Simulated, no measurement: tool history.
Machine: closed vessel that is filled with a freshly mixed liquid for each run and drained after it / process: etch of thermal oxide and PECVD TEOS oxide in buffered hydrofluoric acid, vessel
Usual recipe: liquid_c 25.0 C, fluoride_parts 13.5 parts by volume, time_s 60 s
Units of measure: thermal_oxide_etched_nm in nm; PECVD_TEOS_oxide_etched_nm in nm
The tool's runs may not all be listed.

run	hour	liquid_c	fluoride_parts	time_s	wafers since the last listed run	hours since the thermometer was replaced	hours since the hydrofluoric acid flow meter was replaced	hours since the gauge calibration	read-back film thickness of the thermal oxide reference wafer, read on the same gauge (nm)	read-back film thickness of the PECVD TEOS oxide reference wafer, read on the same gauge (nm)	thermal_oxide_etched_nm	PECVD_TEOS_oxide_etched_nm
1	0.0	22.0	13.5	60	0	2245.6	1190.6	360.9	110.01	129.99	49.54	105.10
2	30.1	22.0	13.5	60	2270	2275.7	1220.7	391.0	109.99	130.03	49.31	104.93
3	88.0	22.0	13.5	60	4366	2333.6	1278.6	448.9	109.99	130.00	49.51	105.11
4	119.5	25.0	13.5	45	2375	2365.1	1310.1	480.4	110.01	129.98	43.71	91.52
5	145.3	25.0	13.5	45	1945	2390.9	1335.9	506.2	110.03	129.99	43.96	94.71
6	206.7	25.0	13.5	45	4630	2452.3	1397.3	567.6	110.01	130.01	43.70	93.60
7	270.5	25.0	13.5	60	4811	2516.1	1461.1	631.4	109.99	130.03	58.80	124.51
8	302.9	25.0	14.5	60	2443	2548.5	1493.5	663.8	110.00	130.02	55.17	118.51
9	364.5	25.0	14.5	60	4645	2610.1	1555.1	725.4	109.97	130.03	55.81	117.05
10	399.8	25.0	13.5	60	2662	2645.4	1590.4	760.7	110.00	130.01	58.92	126.48
11	441.4	27.5	18.5	30	3137	2687.0	1632.0	802.3	110.00	130.01	24.71	53.00
12	484.4	25.0	13.5	60	3243	2730.0	1675.0	845.3	110.00	130.00	60.21	126.95
13	519.0	21.0	18.0	50	2609	2764.6	1709.6	879.9	110.00	130.01	29.90	64.50
14	566.4	20.5	13.5	70	3575	2812.0	1757.0	927.3	110.00	129.98	53.90	115.73
15	615.5	25.0	17.5	60	3703	2861.1	1806.1	976.4	109.98	130.01	46.61	99.04
# hour 664.7: hydrofluoric acid flow meter replaced
# hour 673.0: thermometer replaced
# hour 721.6: gauge calibrated
16	809.4	25.0	16.0	70	14473	136.4	144.7	87.8	110.04	129.98	54.22	114.99
17	866.4	26.5	16.0	60	4299	193.4	201.7	144.8	109.98	130.02	50.49	108.69
18	937.1	23.5	15.5	30	5332	264.1	272.4	215.5	110.01	130.03	22.14	47.34
19	974.3	25.0	13.5	60	2805	301.3	309.6	252.7	109.99	129.95	55.46	117.75
20	999.3	20.0	10.5	90	1885	326.3	334.6	277.7	110.00	130.05	79.92	171.55
21	1039.9	29.0	10.0	70	3062	366.9	375.2	318.3	110.00	129.94	108.13	229.75

Consider 5 possible next runs. They are alternatives, not a sequence: every one starts from the tool as it was left by run 21. What does each give?
A	1040.6	25.0	13.5	60	52	367.6	375.9	319.0	?	?	?	?
B	1040.6	26.5	16.5	30	52	367.6	375.9	319.0	?	?	?	?
C	1040.6	25.0	10.0	60	52	367.6	375.9	319.0	?	?	?	?
D	1040.6	25.0	15.5	70	52	367.6	375.9	319.0	?	?	?	?
E	1040.6	22.0	13.5	70	52	367.6	375.9	319.0	?	?	?	?

run	read-back film thickness of the thermal oxide reference wafer, read on the same gauge (nm)	read-back film thickness of the PECVD TEOS oxide reference wafer, read on the same gauge (nm)	thermal_oxide_etched_nm	PECVD_TEOS_oxide_etched_nm
A	110.00	129.96	54.97	119.48
B	110.00	129.96	24.47	53.20
C	110.00	129.96	73.10	158.89
D	110.00	129.96	56.00	121.72
E	110.00	129.96	54.41	118.27
With the hidden condition removed and each run's random variation left untouched, the same runs would have given:
run	thermal_oxide_etched_nm	PECVD_TEOS_oxide_etched_nm
A	53.77	116.88
B	23.94	52.04
C	72.07	156.66
D	54.78	119.06
E	53.23	115.69
